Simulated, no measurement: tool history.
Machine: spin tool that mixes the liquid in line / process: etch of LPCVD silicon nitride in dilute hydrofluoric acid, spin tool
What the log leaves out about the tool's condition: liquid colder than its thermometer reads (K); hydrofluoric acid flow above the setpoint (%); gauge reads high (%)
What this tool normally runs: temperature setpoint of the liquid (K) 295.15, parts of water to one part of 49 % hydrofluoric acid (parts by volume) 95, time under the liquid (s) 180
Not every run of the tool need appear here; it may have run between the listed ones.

run,hour,temperature setpoint of the liquid (K),parts of water to one part of 49 % hydrofluoric acid (parts by volume),time under the liquid (s),wafers since the last listed run,hours since the thermometer was replaced,hours since the hydrofluoric acid flow meter was replaced,hours since the gauge calibration,"read-back film thickness of the LPCVD silicon nitride reference wafer, read on the same gauge (nm)",thickness taken off the LPCVD silicon nitride on a monitor wafer (angstrom)
1,0.0,295.15,95,260,0,2156.0,1021.0,91.7,120.001,11.96
2,7.7,295.15,95,260,54,2163.7,1028.7,99.4,119.988,12.48
3,15.5,295.15,95,180,55,2171.5,1036.5,107.2,120.003,8.68
4,22.7,295.15,95,180,50,2178.7,1043.7,114.4,120.001,8.54
5,39.4,295.15,95,180,118,2195.4,1060.4,131.1,119.986,8.69
6,46.0,295.15,120,230,46,2202.0,1067.0,137.7,119.998,9.01
7,63.3,295.15,95,180,122,2219.3,1084.3,155.0,119.980,8.49
8,74.0,295.15,120,180,75,2230.0,1095.0,165.7,119.990,6.91
9,90.7,295.15,120,180,118,2246.7,1111.7,182.4,120.000,7.09
10,137.6,298.65,95,180,331,2293.6,1158.6,229.3,120.012,10.89
# hour 169.6: thermometer replaced
11,173.1,295.15,95,245,243,3.5,1194.1,264.8,120.010,11.66
12,182.2,295.15,95,245,64,12.6,1203.2,273.9,119.995,11.52
13,195.0,295.15,95,245,90,25.4,1216.0,286.7,120.009,11.76
14,212.7,299.65,140,140,125,43.1,1233.7,304.4,119.984,6.12
15,224.1,291.65,135,105,80,54.5,1245.1,315.8,120.005,2.84
# hour 230.4: gauge calibrated
16,234.5,295.15,95,180,73,64.9,1255.5,4.1,120.011,8.57
17,242.0,293.15,70,180,52,72.4,1263.0,11.6,120.022,10.46
# hour 265.5: hydrofluoric acid flow meter replaced
18,294.6,295.15,95,180,364,125.0,29.1,64.2,119.992,8.61
19,305.2,295.15,95,180,74,135.6,39.7,74.8,119.986,8.67
20,313.8,295.15,95,180,60,144.2,48.3,83.4,119.986,8.89
21,325.2,290.65,115,255,80,155.6,59.7,94.8,120.002,7.32
22,339.8,295.15,115,130,103,170.2,74.3,109.4,120.003,5.17
23,351.0,299.65,95,180,79,181.4,85.5,120.6,120.011,11.22
24,360.2,295.15,95,115,65,190.6,94.7,129.8,119.980,5.70
25,368.8,295.15,95,180,60,199.2,103.3,138.4,120.004,8.58
26,376.6,295.15,95,180,55,207.0,111.1,146.2,119.988,8.80
27,393.7,295.15,95,180,120,224.1,128.2,163.3,120.010,8.69
28,400.0,298.15,95,245,44,230.4,134.5,169.6,119.988,14.31
29,407.3,295.15,95,180,51,237.7,141.8,176.9,119.986,8.78
30,414.4,297.15,95,85,50,244.8,148.9,184.0,119.999,4.38
31,430.2,298.65,60,255,111,260.6,164.7,199.8,119.982,24.37
32,443.8,299.15,55,285,96,274.2,178.3,213.4,119.985,30.35
33,458.8,292.65,125,180,105,289.2,193.3,228.4,119.997,5.56

Entry by entry between the runs, the difference in hidden state between the last listed run before and the first listed run after:
Logged between run 10 and run 11: thermometer replaced (hour 169.6)
  no hidden state differs between the two runs
Logged between run 15 and run 16: gauge calibrated (hour 230.4)
  no hidden state differs between the two runs
Logged between run 17 and run 18: hydrofluoric acid flow meter replaced (hour 265.5)
  no hidden state differs between the two runs

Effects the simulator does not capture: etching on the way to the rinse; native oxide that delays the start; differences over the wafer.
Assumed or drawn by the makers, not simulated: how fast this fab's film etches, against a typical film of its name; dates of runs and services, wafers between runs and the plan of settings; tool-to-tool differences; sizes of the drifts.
